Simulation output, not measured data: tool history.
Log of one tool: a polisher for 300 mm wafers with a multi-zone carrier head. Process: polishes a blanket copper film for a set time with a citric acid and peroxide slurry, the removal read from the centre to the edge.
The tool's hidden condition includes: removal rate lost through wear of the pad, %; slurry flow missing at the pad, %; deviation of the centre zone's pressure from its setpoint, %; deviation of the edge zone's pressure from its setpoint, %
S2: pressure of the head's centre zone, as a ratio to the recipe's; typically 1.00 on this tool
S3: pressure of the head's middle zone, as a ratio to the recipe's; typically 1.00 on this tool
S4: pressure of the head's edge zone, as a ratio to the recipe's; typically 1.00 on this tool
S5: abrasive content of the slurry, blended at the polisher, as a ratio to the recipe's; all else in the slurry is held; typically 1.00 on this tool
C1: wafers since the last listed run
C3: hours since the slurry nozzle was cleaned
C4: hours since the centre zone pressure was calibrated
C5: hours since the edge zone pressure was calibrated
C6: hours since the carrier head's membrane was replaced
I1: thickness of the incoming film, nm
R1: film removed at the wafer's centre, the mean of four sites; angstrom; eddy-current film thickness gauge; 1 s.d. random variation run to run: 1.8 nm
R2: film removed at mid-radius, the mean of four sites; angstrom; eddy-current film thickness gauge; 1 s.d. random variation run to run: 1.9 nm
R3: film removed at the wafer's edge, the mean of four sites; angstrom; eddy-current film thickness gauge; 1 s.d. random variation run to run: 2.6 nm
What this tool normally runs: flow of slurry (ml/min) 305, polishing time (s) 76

run 1 hour=0.0 | flow_of_slurry_(ml/min)=305 S2=0.96 S3=1.00 S4=1.00 S5=1.00 polishing_time_(s)=76 | C1=0 wafers_polished_on_this_pad=2908 C3=284.8 C4=964.7 C5=454.9 C6=1210.8 | I1=1243.0 | R1=1586 R2=1704 R3=1661
run 2 hour=89.6 | flow_of_slurry_(ml/min)=305 S2=1.00 S3=1.00 S4=1.00 S5=1.00 polishing_time_(s)=76 | C1=682 wafers_polished_on_this_pad=3590 C3=374.4 C4=1054.3 C5=544.5 C6=1300.4 | I1=1250.3 | R1=1585 R2=1631 R3=1609
-- hour=136.6 worn pad replaced by a new one
run 3 hour=192.6 | flow_of_slurry_(ml/min)=305 S2=1.00 S3=1.00 S4=1.00 S5=1.00 polishing_time_(s)=76 | C1=754 wafers_polished_on_this_pad=426 C3=477.4 C4=1157.3 C5=647.5 C6=1403.4 | I1=1249.8 | R1=1754 R2=1840 R3=1780
-- hour=234.0 slurry nozzle cleaned
-- hour=252.5 edge zone pressure recalibrated
run 4 hour=289.5 | flow_of_slurry_(ml/min)=305 S2=1.00 S3=1.00 S4=1.00 S5=1.00 polishing_time_(s)=76 | C1=715 wafers_polished_on_this_pad=1141 C3=55.5 C4=1254.2 C5=37.0 C6=1500.3 | I1=1231.9 | R1=1750 R2=1795 R3=1736
run 5 hour=372.5 | flow_of_slurry_(ml/min)=305 S2=1.00 S3=1.00 S4=1.00 S5=1.00 polishing_time_(s)=76 | C1=632 wafers_polished_on_this_pad=1774 C3=138.5 C4=1337.2 C5=120.0 C6=1583.3 | I1=1235.2 | R1=1726 R2=1763 R3=1736
run 6 hour=548.6 | flow_of_slurry_(ml/min)=305 S2=1.00 S3=1.00 S4=0.95 S5=0.80 polishing_time_(s)=95 | C1=1341 wafers_polished_on_this_pad=3115 C3=314.6 C4=1513.3 C5=296.1 C6=1759.4 | I1=1258.7 | R1=1888 R2=1957 R3=1950
-- hour=639.4 centre zone pressure recalibrated
run 7 hour=639.9 | flow_of_slurry_(ml/min)=305 S2=0.91 S3=1.05 S4=1.00 S5=0.80 polishing_time_(s)=90 | C1=680 wafers_polished_on_this_pad=3796 C3=405.9 C4=0.5 C5=387.4 C6=1850.7 | I1=1252.8 | R1=1602 R2=1814 R3=1693
-- hour=644.9 worn pad replaced by a new one
-- hour=681.2 slurry nozzle cleaned
run 8 hour=681.7 | flow_of_slurry_(ml/min)=305 S2=1.00 S3=1.00 S4=1.00 S5=1.00 polishing_time_(s)=76 | C1=280 wafers_polished_on_this_pad=272 C3=0.5 C4=42.3 C5=429.2 C6=1892.5 | I1=1248.8 | R1=1803 R2=1806 R3=1804
-- hour=770.4 carrier head's membrane replaced by a new one
run 9 hour=786.7 | flow_of_slurry_(ml/min)=305 S2=1.00 S3=1.00 S4=1.00 S5=1.00 polishing_time_(s)=76 | C1=761 wafers_polished_on_this_pad=1034 C3=105.5 C4=147.3 C5=534.2 C6=16.3 | I1=1265.0 | R1=1767 R2=1799 R3=1769
run 10 hour=875.8 | flow_of_slurry_(ml/min)=305 S2=0.90 S3=1.00 S4=1.00 S5=1.00 polishing_time_(s)=76 | C1=678 wafers_polished_on_this_pad=1713 C3=194.6 C4=236.4 C5=623.3 C6=105.4 | I1=1240.2 | R1=1622 R2=1779 R3=1759
run 11 hour=938.6 | flow_of_slurry_(ml/min)=225 S2=1.00 S3=0.91 S4=1.08 S5=0.90 polishing_time_(s)=76 | C1=478 wafers_polished_on_this_pad=2191 C3=257.4 C4=299.2 C5=686.1 C6=168.2 | I1=1268.1 | R1=1613 R2=1515 R3=1733
run 12 hour=983.8 | flow_of_slurry_(ml/min)=305 S2=1.00 S3=1.00 S4=1.00 S5=0.80 polishing_time_(s)=76 | C1=344 wafers_polished_on_this_pad=2536 C3=302.6 C4=344.4 C5=731.3 C6=213.4 | I1=1268.7 | R1=1603 R2=1612 R3=1570
run 13 hour=1023.6 | flow_of_slurry_(ml/min)=305 S2=1.00 S3=1.00 S4=0.97 S5=1.10 polishing_time_(s)=76 | C1=303 wafers_polished_on_this_pad=2839 C3=342.4 C4=384.2 C5=771.1 C6=253.2 | I1=1227.5 | R1=1700 R2=1738 R3=1691
run 14 hour=1075.0 | flow_of_slurry_(ml/min)=305 S2=0.93 S3=1.08 S4=1.00 S5=1.00 polishing_time_(s)=65 | C1=391 wafers_polished_on_this_pad=3231 C3=393.8 C4=435.6 C5=822.5 C6=304.6 | I1=1243.7 | R1=1342 R2=1490 R3=1383
-- hour=1119.2 worn pad replaced by a new one
-- hour=1132.7 edge zone pressure recalibrated
-- hour=1165.2 slurry nozzle cleaned
run 15 hour=1176.4 | flow_of_slurry_(ml/min)=305 S2=1.00 S3=1.00 S4=1.00 S5=1.00 polishing_time_(s)=76 | C1=719 wafers_polished_on_this_pad=412 C3=11.2 C4=537.0 C5=43.7 C6=406.0 | I1=1241.7 | R1=1805 R2=1793 R3=1803
run 16 hour=1242.9 | flow_of_slurry_(ml/min)=305 S2=1.00 S3=1.00 S4=1.00 S5=1.00 polishing_time_(s)=76 | C1=506 wafers_polished_on_this_pad=919 C3=77.7 C4=603.5 C5=110.2 C6=472.5 | I1=1239.9 | R1=1788 R2=1840 R3=1753
run 17 hour=1345.9 | flow_of_slurry_(ml/min)=305 S2=1.00 S3=1.00 S4=1.00 S5=0.90 polishing_time_(s)=64 | C1=784 wafers_polished_on_this_pad=1704 C3=180.7 C4=706.5 C5=213.2 C6=575.5 | I1=1267.1 | R1=1417 R2=1454 R3=1412
run 18 hour=1518.9 | flow_of_slurry_(ml/min)=215 S2=1.00 S3=1.00 S4=0.92 S5=1.00 polishing_time_(s)=76 | C1=1318 wafers_polished_on_this_pad=3022 C3=353.7 C4=879.5 C5=386.2 C6=748.5 | I1=1245.1 | R1=1570 R2=1604 R3=1523
run 19 hour=1607.6 | flow_of_slurry_(ml/min)=305 S2=0.92 S3=1.00 S4=1.07 S5=1.15 polishing_time_(s)=76 | C1=675 wafers_polished_on_this_pad=3698 C3=442.4 C4=968.2 C5=474.9 C6=837.2 | I1=1242.0 | R1=1537 R2=1684 R3=1679
-- hour=1650.5 worn pad replaced by a new one
run 20 hour=1692.4 | flow_of_slurry_(ml/min)=260 S2=0.92 S3=0.95 S4=1.00 S5=1.00 polishing_time_(s)=76 | C1=615 wafers_polished_on_this_pad=319 C3=527.2 C4=1053.0 C5=559.7 C6=922.0 | I1=1255.5 | R1=1684 R2=1740 R3=1778

Here are 5 independent what-if runs from the current tool condition. What would each one return?
run A hour=1692.9 | flow_of_slurry_(ml/min)=305 S2=1.00 S3=1.00 S4=1.00 S5=1.00 polishing_time_(s)=76 | C1=3 wafers_polished_on_this_pad=323 C3=527.7 C4=1053.5 C5=560.2 C6=922.5 | I1=1257.6 | R1=? R2=? R3=?
run B hour=1692.9 | flow_of_slurry_(ml/min)=305 S2=1.00 S3=0.92 S4=1.00 S5=1.00 polishing_time_(s)=52 | C1=3 wafers_polished_on_this_pad=323 C3=527.7 C4=1053.5 C5=560.2 C6=922.5 | I1=1257.6 | R1=? R2=? R3=?
run C hour=1692.9 | flow_of_slurry_(ml/min)=390 S2=1.00 S3=1.00 S4=0.91 S5=1.00 polishing_time_(s)=76 | C1=3 wafers_polished_on_this_pad=323 C3=527.7 C4=1053.5 C5=560.2 C6=922.5 | I1=1257.6 | R1=? R2=? R3=?
run D hour=1692.9 | flow_of_slurry_(ml/min)=370 S2=1.11 S3=1.00 S4=1.00 S5=1.00 polishing_time_(s)=76 | C1=3 wafers_polished_on_this_pad=323 C3=527.7 C4=1053.5 C5=560.2 C6=922.5 | I1=1257.6 | R1=? R2=? R3=?
run E hour=1692.9 | flow_of_slurry_(ml/min)=305 S2=1.00 S3=1.00 S4=1.10 S5=1.00 polishing_time_(s)=95 | C1=3 wafers_polished_on_this_pad=323 C3=527.7 C4=1053.5 C5=560.2 C6=922.5 | I1=1257.6 | R1=? R2=? R3=?

run=A R1=1804 R2=1826 R3=1761
run=B R1=1233 R2=1165 R3=1206
run=C R1=1849 R2=1868 R3=1728
run=D R1=1969 R2=1859 R3=1786
run=E R1=2254 R2=2282 R3=2288
The same runs, with their run-to-run variation unchanged, on a tool lacking any hidden condition would have given:
run=A R1=1811 R2=1833 R3=1768
run=B R1=1238 R2=1170 R3=1211
run=C R1=1856 R2=1875 R3=1735
run=D R1=1977 R2=1866 R3=1793
run=E R1=2264 R2=2291 R3=2297
